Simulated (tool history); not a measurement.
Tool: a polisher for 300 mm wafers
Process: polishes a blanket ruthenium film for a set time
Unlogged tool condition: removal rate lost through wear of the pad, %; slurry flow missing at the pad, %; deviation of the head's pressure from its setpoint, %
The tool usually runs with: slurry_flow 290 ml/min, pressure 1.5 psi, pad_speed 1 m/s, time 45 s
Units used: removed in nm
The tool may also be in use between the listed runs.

run,hour,slurry_flow,pressure,pad_speed,time,wafers since the last listed run,wafers polished on this pad,hours since the slurry nozzle was cleaned,hours since the head pressure was calibrated,"incoming thickness of the incoming film, nm",removed
1,0,290,1.5,1,45,0,512,215,981.2,597.3,33.6
2,57.5,290,1.5,1,45,762,1274,272.5,1038.7,602.5,33.2
# hour 79.4: slurry nozzle cleaned
3,93.7,290,1.5,1,45,467,1742,14.3,1074.9,597.4,32.4
4,136,290,1.5,1,45,561,2303,56.6,1117.2,610,31.8
5,184.5,290,1.5,1,45,643,2946,105.1,1165.7,604.8,30.6
# hour 250.1: worn pad replaced by a new one
6,254.1,220,1.5,1.18,45,870,52,174.7,1235.3,612.1,38
7,322.2,220,1.5,1.18,45,903,956,242.8,1303.4,599.2,38.4
8,367,290,1.5,1,45,594,1550,287.6,1348.2,595.5,32.9
# hour 389.2: head pressure recalibrated
# hour 395.3: slurry nozzle cleaned
9,467.2,290,1.5,1,45,1289,2840,71.9,78,596.7,30.2
# hour 522.4: worn pad replaced by a new one
10,547.6,360,2,1,45,1013,333,152.3,158.4,603.3,46.2
# hour 698.4: slurry nozzle cleaned
11,699.1,290,1.5,1,45,1996,2330,0.7,309.9,594.5,30.9
# hour 751.7: worn pad replaced by a new one
12,787.2,290,1.5,0.64,45,1115,470,88.8,398,606,21.5
13,825,290,2,1,45,501,972,126.6,435.8,602.1,43.9
14,932.1,290,1.3,1,33,1420,2393,233.7,542.9,603.5,20.2
# hour 984.1: worn pad replaced by a new one
15,1005.4,290,1.5,1,45,919,282,307,616.2,597.9,32.8
# hour 1011.7: slurry nozzle cleaned
16,1069.5,375,1.5,1,51,837,1119,57.8,680.3,611.1,37.2
17,1161.5,210,1.1,1,45,1220,2340,149.8,772.3,602.7,22.4
# hour 1248.6: worn pad replaced by a new one
18,1261.1,290,1.5,1,45,1268,165,249.4,871.9,595,32.9

Had the tool no unlogged condition, and each run kept its random variation, what would the results have been?
run,removed
1,33.7
2,33.8
3,33.6
4,33.8
5,33.8
6,38.1
7,38.9
8,33.9
9,33.2
10,46.9
11,33.3
12,21.7
13,44.6
14,21.6
15,33.4
16,38.4
17,24.3
18,33.2

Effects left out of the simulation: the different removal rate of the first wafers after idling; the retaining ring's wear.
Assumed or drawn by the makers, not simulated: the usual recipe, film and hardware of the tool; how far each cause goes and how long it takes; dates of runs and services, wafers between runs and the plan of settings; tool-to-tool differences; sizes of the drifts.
